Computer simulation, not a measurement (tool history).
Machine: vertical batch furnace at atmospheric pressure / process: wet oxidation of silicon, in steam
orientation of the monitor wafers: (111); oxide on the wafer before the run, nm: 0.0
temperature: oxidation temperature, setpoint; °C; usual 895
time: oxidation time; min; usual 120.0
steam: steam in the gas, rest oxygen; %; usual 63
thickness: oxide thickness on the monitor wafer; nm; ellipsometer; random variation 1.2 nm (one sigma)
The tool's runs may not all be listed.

run   hour  temperature   time  steam  wafers since the last listed run  hours since the last temperature calibration  hours since the steam generator was serviced  hours since the gauge calibration  read-back reference wafer on the same gauge, thickness  thickness
  1    0.0          895  120.0     63                                 0                                        1301.7                                        1185.1                               92.6                                                  224.06     295.47
  2   11.8          895  120.0     63                               177                                        1313.5                                        1196.9                              104.4                                                  223.71     296.11
  3   25.0          895  120.0     63                               198                                        1326.7                                        1210.1                              117.6                                                  223.88     293.31
  4   41.4          895  136.5     63                               246                                        1343.1                                        1226.5                              134.0                                                  223.78     325.43
  5   55.5          895  120.0     63                               211                                        1357.2                                        1240.6                              148.1                                                  224.03     294.77
  6   73.5          895  120.0     63                               270                                        1375.2                                        1258.6                              166.1                                                  223.98     296.25
  7   81.6          895  120.0     63                               121                                        1383.3                                        1266.7                              174.2                                                  223.86     296.44
  8   92.7          895  120.0     63                               166                                        1394.4                                        1277.8                              185.3                                                  223.95     298.31
  9  108.3          895  120.0     63                               234                                        1410.0                                        1293.4                              200.9                                                  223.88     293.51
 10  124.1          895  120.0     63                               237                                        1425.8                                        1309.2                              216.7                                                  224.18     296.02
 11  137.9          895  120.0     63                               207                                        1439.6                                        1323.0                              230.5                                                  224.11     294.61
 12  191.8          895  120.0     63                               809                                        1493.5                                        1376.9                              284.4                                                  224.11     294.09
 13  198.9          895  120.0     63                               106                                        1500.6                                        1384.0                              291.5                                                  223.90     295.60
     226.1  -- steam generator serviced
 14  226.6          895  120.0     63                                55                                        1528.3                                           0.5                              319.2                                                  224.10     296.10
 15  231.4          895  120.0     63                                72                                        1533.1                                           5.3                              324.0                                                  223.98     294.83
 16  238.7          913   78.0     75                               109                                        1540.4                                          12.6                              331.3                                                  224.08     290.08
 17  258.6          895  120.0     53                               298                                        1560.3                                          32.5                              351.2                                                  223.87     257.47
 18  265.9          895  159.5     63                               109                                        1567.6                                          39.8                              358.5                                                  224.19     365.42
     309.5  -- gauge calibrated
     323.3  -- thermocouples replaced and temperature profile calibrated
 19  323.8          895  120.0     63                               509                                           0.5                                          97.7                               14.3                                                  223.79     283.81
 20  328.6          913   85.5     70                                72                                           5.3                                         102.5                               19.1                                                  224.25     283.71
 21  345.4          895  120.0     63                               252                                          22.1                                         119.3                               35.9                                                  223.88     283.00
 22  363.1          874  165.0     73                               265                                          39.8                                         137.0                               53.6                                                  224.15     317.96
 23  374.7          895  120.0     63                               174                                          51.4                                         148.6                               65.2                                                  223.94     284.76
 24  393.0          904  120.0     51                               274                                          69.7                                         166.9                               83.5                                                  224.18     266.00
 25  413.1          895  120.0     63                               301                                          89.8                                         187.0                              103.6                                                  224.22     285.18
 26  421.4          878  145.0     55                               124                                          98.1                                         195.3                              111.9                                                  224.09     242.41
 27  429.6          895  120.0     63                               123                                         106.3                                         203.5                              120.1                                                  223.96     284.03
 28  443.8          879  150.5     53                               213                                         120.5                                         217.7                              134.3                                                  223.99     247.42
 29  454.5          874  165.0     73                               160                                         131.2                                         228.4                              145.0                                                  223.91     323.21
 30  462.5          920   97.5     68                               120                                         139.2                                         236.4                              153.0                                                  223.89     332.04

Some steps in thickness between neighbouring runs. How much of each would the tool show without its hidden state too (settings, what came in, random variation), and how much is left for the hidden state, with any gauge scatter that isn't in both results?
The hidden state here: true tube temperature minus thermocouple reading, K; steam share off its setpoint, % of the setpoint; gauge reads high (%).
Run 15 -> 16: temperature 895 -> 913, time 120.0 -> 78.0, steam 63 -> 75. thickness -4.75 nm: hidden state -3.06, all else -1.69.
Run 17 -> 18: time 120.0 -> 159.5, steam 53 -> 63. thickness +107.95 nm: hidden state +4.24, all else +103.71.
Run 18 -> 19: time 159.5 -> 120.0, gauge calibrated, thermocouples replaced and temperature profile calibrated. thickness -81.61 nm: hidden state -15.71, all else -65.90.
Run 28 -> 29: temperature 879 -> 874, time 150.5 -> 165.0, steam 53 -> 73. thickness +75.79 nm: hidden state +2.05, all else +73.74.
